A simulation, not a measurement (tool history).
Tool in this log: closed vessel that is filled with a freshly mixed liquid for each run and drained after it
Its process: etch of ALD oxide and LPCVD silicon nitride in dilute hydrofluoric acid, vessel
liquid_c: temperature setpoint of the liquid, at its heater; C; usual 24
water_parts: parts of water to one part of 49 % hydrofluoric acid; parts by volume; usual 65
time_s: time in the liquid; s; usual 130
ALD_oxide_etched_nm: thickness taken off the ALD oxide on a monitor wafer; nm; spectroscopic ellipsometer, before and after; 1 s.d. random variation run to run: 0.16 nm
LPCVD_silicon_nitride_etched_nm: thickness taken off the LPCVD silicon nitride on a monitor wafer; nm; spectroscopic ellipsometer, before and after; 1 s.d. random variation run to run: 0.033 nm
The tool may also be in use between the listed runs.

| run | hour | liquid_c | water_parts | time_s | read-back film thickness of the ALD oxide reference wafer, read on the same gauge (nm) | read-back film thickness of the LPCVD silicon nitride reference wafer, read on the same gauge (nm) | ALD_oxide_etched_nm | LPCVD_silicon_nitride_etched_nm |
|---|---|---|---|---|---|---|---|---|
| 1 | 0 | 24 | 65 | 130 | 150.02 | 49.987 | 36.79 | 1.282 |
| 2 | 26.8 | 24 | 65 | 130 | 150 | 49.986 | 37.01 | 1.215 |
| 3 | 62.7 | 24 | 65 | 130 | 150 | 49.987 | 36.91 | 1.214 |
| 4 | 96.4 | 24 | 65 | 130 | 150.04 | 50.021 | 36.87 | 1.28 |
| 5 | 114.5 | 24 | 65 | 130 | 150 | 50.059 | 36.67 | 1.254 |
| 6 | 136.5 | 24 | 65 | 130 | 150.01 | 49.991 | 37.12 | 1.251 |
| 7 | 150.2 | 24 | 65 | 130 | 150.03 | 49.962 | 36.89 | 1.313 |
| 8 | 177.7 | 24 | 65 | 130 | 149.99 | 49.98 | 37.1 | 1.306 |
| 9 | 215.7 | 24 | 65 | 130 | 150 | 49.991 | 37.18 | 1.281 |
|  | 264.6 | gauge calibrated |
| 10 | 297.3 | 24 | 65 | 130 | 150 | 49.952 | 37.12 | 1.323 |
| 11 | 323.9 | 24 | 65 | 130 | 149.98 | 50 | 37.66 | 1.239 |
| 12 | 347.9 | 24 | 65 | 130 | 149.98 | 49.949 | 37.37 | 1.301 |
| 13 | 360.5 | 24 | 65 | 130 | 150.02 | 49.993 | 37.35 | 1.341 |
| 14 | 442.4 | 24 | 65 | 130 | 149.99 | 49.966 | 37.67 | 1.239 |
| 15 | 458.1 | 24 | 90 | 130 | 149.99 | 50.059 | 26.21 | 0.951 |
| 16 | 475.3 | 28.5 | 40 | 85 | 150.01 | 50.008 | 49.91 | 1.942 |
|  | 496.6 | hydrofluoric acid flow meter replaced |
| 17 | 502.5 | 24 | 85 | 195 | 150.02 | 50.001 | 42.13 | 1.416 |
|  | 513.1 | thermometer replaced |
| 18 | 522.4 | 28.5 | 40 | 55 | 149.98 | 49.983 | 30.05 | 1.109 |
| 19 | 541.6 | 24 | 50 | 130 | 150.01 | 50.043 | 47.12 | 1.56 |
| 20 | 553.7 | 24 | 65 | 55 | 149.97 | 49.948 | 14.94 | 0.516 |
| 21 | 587.7 | 22.5 | 65 | 130 | 149.97 | 49.995 | 33.25 | 1.076 |
| 22 | 601.4 | 24 | 65 | 130 | 150.04 | 49.988 | 35.11 | 1.194 |
| 23 | 624.7 | 28.5 | 85 | 55 | 150.02 | 49.993 | 13.27 | 0.532 |
| 24 | 637.3 | 22.5 | 75 | 205 | 149.97 | 49.988 | 45.1 | 1.473 |
| 25 | 650 | 25.5 | 65 | 130 | 150.01 | 49.986 | 38.14 | 1.333 |
| 26 | 686 | 21 | 50 | 210 | 150.02 | 50.023 | 67.31 | 1.893 |

4 options for the next run, each taken on its own from the tool as it stands now. Forecast them:
| A | 686.7 | 24 | 65 | 130 | ? | ? | ? | ? |
| B | 686.7 | 24 | 65 | 185 | ? | ? | ? | ? |
| C | 686.7 | 27 | 45 | 190 | ? | ? | ? | ? |
| D | 686.7 | 28.5 | 55 | 195 | ? | ? | ? | ? |

| run | read-back film thickness of the ALD oxide reference wafer, read on the same gauge (nm) | read-back film thickness of the LPCVD silicon nitride reference wafer, read on the same gauge (nm) | ALD_oxide_etched_nm | LPCVD_silicon_nitride_etched_nm |
|---|---|---|---|---|
| A | 150.02 | 50.018 | 35.8 | 1.176 |
| B | 150.02 | 50.018 | 50.94 | 1.673 |
| C | 150.02 | 50.018 | 87.69 | 3.01 |
| D | 150.02 | 50.018 | 77.02 | 2.795 |
Take away the tool's hidden state, keep each run's random variation, and the runs would have read:
| run | ALD_oxide_etched_nm | LPCVD_silicon_nitride_etched_nm |
|---|---|---|
| A | 35.08 | 1.137 |
| B | 49.92 | 1.618 |
| C | 85.94 | 2.912 |
| D | 75.52 | 2.706 |
